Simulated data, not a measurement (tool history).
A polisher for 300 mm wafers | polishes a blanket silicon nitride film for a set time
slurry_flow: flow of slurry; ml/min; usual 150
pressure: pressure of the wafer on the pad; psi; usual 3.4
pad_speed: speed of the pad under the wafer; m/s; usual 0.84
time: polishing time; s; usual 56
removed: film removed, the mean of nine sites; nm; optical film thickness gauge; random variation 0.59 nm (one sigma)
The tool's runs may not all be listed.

run,day,slurry_flow,pressure,pad_speed,time,"incoming thickness of the incoming film, nm",removed
1,0,180,3.4,0.84,56,443.2,97.2
2,1.488,180,3.4,0.84,56,441.3,95.6
3,1.783,150,2.5,0.84,56,436.7,67.9
4,2.562,150,2.5,0.84,56,444.5,67.9
5,2.967,150,3.4,0.84,56,440.8,93.4
6,3.412,150,3.9,0.84,67,438.6,127.1
7,3.692,150,3.9,0.84,67,439.6,126.5
8,4.321,150,3.9,0.84,67,438,125.9
9,4.846,150,3.4,0.84,56,435.6,91.4
10,5.575,150,3.4,0.84,56,442.9,91.4
# day 6.112: worn pad replaced by a new one
11,6.133,150,3.4,0.84,56,434.2,91.1
12,6.467,165,3.4,0.84,56,434.4,92
13,6.717,150,3.4,0.84,56,444.3,92
14,7.083,150,3.1,0.84,56,442,83.4
15,7.733,105,2.9,1.12,40,439.2,65.2
16,8.208,150,4.6,0.96,56,445,136.3
17,8.704,150,3.4,0.84,56,441.2,90.5
18,8.971,175,3.4,0.84,75,432.2,123.8
# day 9.558: head pressure recalibrated
# day 10.404: slurry nozzle cleaned
19,10.5,150,4,0.84,47,440.1,96.2
20,10.829,150,3.4,0.84,56,435.7,97.3
21,11.188,150,3.4,0.64,49,445.9,69.3
22,11.571,150,4,0.84,71,445.7,146.2
23,11.908,150,3.4,0.84,44,443.4,77
24,12.25,150,3.4,0.84,56,441.1,98.5
25,12.742,125,3.4,0.84,37,439,63.2
26,13.117,185,3.4,0.84,68,433.4,121.7
27,13.779,150,3.4,0.84,56,435.7,96.4
28,14.233,135,3.4,0.84,40,434.4,68.6
29,14.717,165,4.4,0.76,56,442.6,117.4

4 ways to go on from here, each from the tool as it stands after run 29. What would each give?
A,14.733,150,3.4,1.06,56,444.4,?
B,14.733,115,4.5,0.68,74,444.4,?
C,14.733,135,3.4,0.84,73,444.4,?
D,14.733,150,3.4,0.84,74,444.4,?

run,removed
A,116.2
B,137.8
C,124.1
D,127.5
Without the tool's hidden state the same runs would have given:
run,removed
A,117.4
B,139.4
C,125.5
D,128.8
